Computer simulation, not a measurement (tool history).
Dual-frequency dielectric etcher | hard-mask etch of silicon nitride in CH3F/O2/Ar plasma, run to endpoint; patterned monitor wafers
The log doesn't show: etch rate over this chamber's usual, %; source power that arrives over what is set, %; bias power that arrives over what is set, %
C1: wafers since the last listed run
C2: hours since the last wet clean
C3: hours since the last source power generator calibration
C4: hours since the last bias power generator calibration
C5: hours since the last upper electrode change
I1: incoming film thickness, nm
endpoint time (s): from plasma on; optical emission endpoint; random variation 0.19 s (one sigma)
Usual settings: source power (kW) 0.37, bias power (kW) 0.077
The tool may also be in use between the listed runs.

{"run": 1, "hour": 0.0, "source power (kW)": 0.37, "bias power (kW)": 0.077, "C1": 0, "C2": 410.4, "C3": 2429.5, "C4": 4221.3, "C5": 5958.7, "I1": 42.37, "endpoint time (s)": 67.6}
{"run": 2, "hour": 9.7, "source power (kW)": 0.37, "bias power (kW)": 0.077, "C1": 101, "C2": 420.1, "C3": 2439.2, "C4": 4231, "C5": 5968.4, "I1": 41.7, "endpoint time (s)": 66.9}
{"run": 3, "hour": 21.3, "source power (kW)": 0.37, "bias power (kW)": 0.077, "C1": 121, "C2": 431.7, "C3": 2450.8, "C4": 4242.6, "C5": 5980, "I1": 41.86, "endpoint time (s)": 66.7}
{"run": 4, "hour": 39.2, "source power (kW)": 0.37, "bias power (kW)": 0.077, "C1": 186, "C2": 449.6, "C3": 2468.7, "C4": 4260.5, "C5": 5997.9, "I1": 41.82, "endpoint time (s)": 66.8}
{"run": 5, "hour": 49.9, "source power (kW)": 0.37, "bias power (kW)": 0.077, "C1": 111, "C2": 460.3, "C3": 2479.4, "C4": 4271.2, "C5": 6008.6, "I1": 41.97, "endpoint time (s)": 67.1}
{"run": 6, "hour": 57.5, "source power (kW)": 0.37, "bias power (kW)": 0.077, "C1": 79, "C2": 467.9, "C3": 2487, "C4": 4278.8, "C5": 6016.2, "I1": 41.65, "endpoint time (s)": 66.8}
{"run": 7, "hour": 74.4, "source power (kW)": 0.37, "bias power (kW)": 0.077, "C1": 176, "C2": 484.8, "C3": 2503.9, "C4": 4295.7, "C5": 6033.1, "I1": 41.98, "endpoint time (s)": 67.2}
{"hour": 100.6, "done": "source power generator calibrated"}
{"hour": 101.1, "done": "upper electrode replaced"}
{"run": 8, "hour": 101.6, "source power (kW)": 0.37, "bias power (kW)": 0.077, "C1": 236, "C2": 512, "C3": 1, "C4": 4322.9, "C5": 0.5, "I1": 41.58, "endpoint time (s)": 66.9}
{"run": 9, "hour": 102.2, "source power (kW)": 0.37, "bias power (kW)": 0.077, "C1": 6, "C2": 512.6, "C3": 1.6, "C4": 4323.5, "C5": 1.1, "I1": 41.87, "endpoint time (s)": 67.3}
{"run": 10, "hour": 112.5, "source power (kW)": 0.41, "bias power (kW)": 0.077, "C1": 107, "C2": 522.9, "C3": 11.9, "C4": 4333.8, "C5": 11.4, "I1": 42.03, "endpoint time (s)": 65.1}
{"run": 11, "hour": 119.3, "source power (kW)": 0.37, "bias power (kW)": 0.077, "C1": 70, "C2": 529.7, "C3": 18.7, "C4": 4340.6, "C5": 18.2, "I1": 41.95, "endpoint time (s)": 67.7}
{"run": 12, "hour": 126.2, "source power (kW)": 0.43, "bias power (kW)": 0.066, "C1": 72, "C2": 536.6, "C3": 25.6, "C4": 4347.5, "C5": 25.1, "I1": 41.95, "endpoint time (s)": 66.8}
{"run": 13, "hour": 136.2, "source power (kW)": 0.44, "bias power (kW)": 0.092, "C1": 104, "C2": 546.6, "C3": 35.6, "C4": 4357.5, "C5": 35.1, "I1": 41.99, "endpoint time (s)": 59.7}
{"run": 14, "hour": 142.9, "source power (kW)": 0.32, "bias power (kW)": 0.093, "C1": 69, "C2": 553.3, "C3": 42.3, "C4": 4364.2, "C5": 41.8, "I1": 41.91, "endpoint time (s)": 67.4}
{"hour": 163.0, "done": "bias power generator calibrated"}
{"hour": 167.3, "done": "wet clean of the chamber"}
{"run": 15, "hour": 177.6, "source power (kW)": 0.31, "bias power (kW)": 0.077, "C1": 275, "C2": 10.3, "C3": 77, "C4": 14.6, "C5": 76.5, "I1": 42.53, "endpoint time (s)": 70.4}
{"run": 16, "hour": 186.5, "source power (kW)": 0.43, "bias power (kW)": 0.072, "C1": 92, "C2": 19.2, "C3": 85.9, "C4": 23.5, "C5": 85.4, "I1": 41.8, "endpoint time (s)": 62.2}
{"run": 17, "hour": 199.1, "source power (kW)": 0.42, "bias power (kW)": 0.093, "C1": 131, "C2": 31.8, "C3": 98.5, "C4": 36.1, "C5": 98, "I1": 42.29, "endpoint time (s)": 58.5}
{"run": 18, "hour": 209.8, "source power (kW)": 0.33, "bias power (kW)": 0.071, "C1": 111, "C2": 42.5, "C3": 109.2, "C4": 46.8, "C5": 108.7, "I1": 41.89, "endpoint time (s)": 69.5}
{"run": 19, "hour": 227.7, "source power (kW)": 0.33, "bias power (kW)": 0.083, "C1": 186, "C2": 60.4, "C3": 127.1, "C4": 64.7, "C5": 126.6, "I1": 42.51, "endpoint time (s)": 67.2}
{"run": 20, "hour": 237.8, "source power (kW)": 0.37, "bias power (kW)": 0.077, "C1": 105, "C2": 70.5, "C3": 137.2, "C4": 74.8, "C5": 136.7, "I1": 42.24, "endpoint time (s)": 65.8}

How the hidden state differs across the entries between the runs, from the last listed run before each to the first after it:
Between runs 7 and 8: source power generator calibrated (hour 100.6); upper electrode replaced (hour 101.1)
  etch rate over this chamber's usual, %: -4.06 -> -4.29
  measured less the result without the state, endpoint time (s): +2.8 -> +2.9
Between runs 14 and 15: bias power generator calibrated (hour 163); wet clean of the chamber (hour 167.3)
  etch rate over this chamber's usual, %: -4.63 -> -0.296
  measured less the result without the state, endpoint time (s): +3.2 -> +0.2

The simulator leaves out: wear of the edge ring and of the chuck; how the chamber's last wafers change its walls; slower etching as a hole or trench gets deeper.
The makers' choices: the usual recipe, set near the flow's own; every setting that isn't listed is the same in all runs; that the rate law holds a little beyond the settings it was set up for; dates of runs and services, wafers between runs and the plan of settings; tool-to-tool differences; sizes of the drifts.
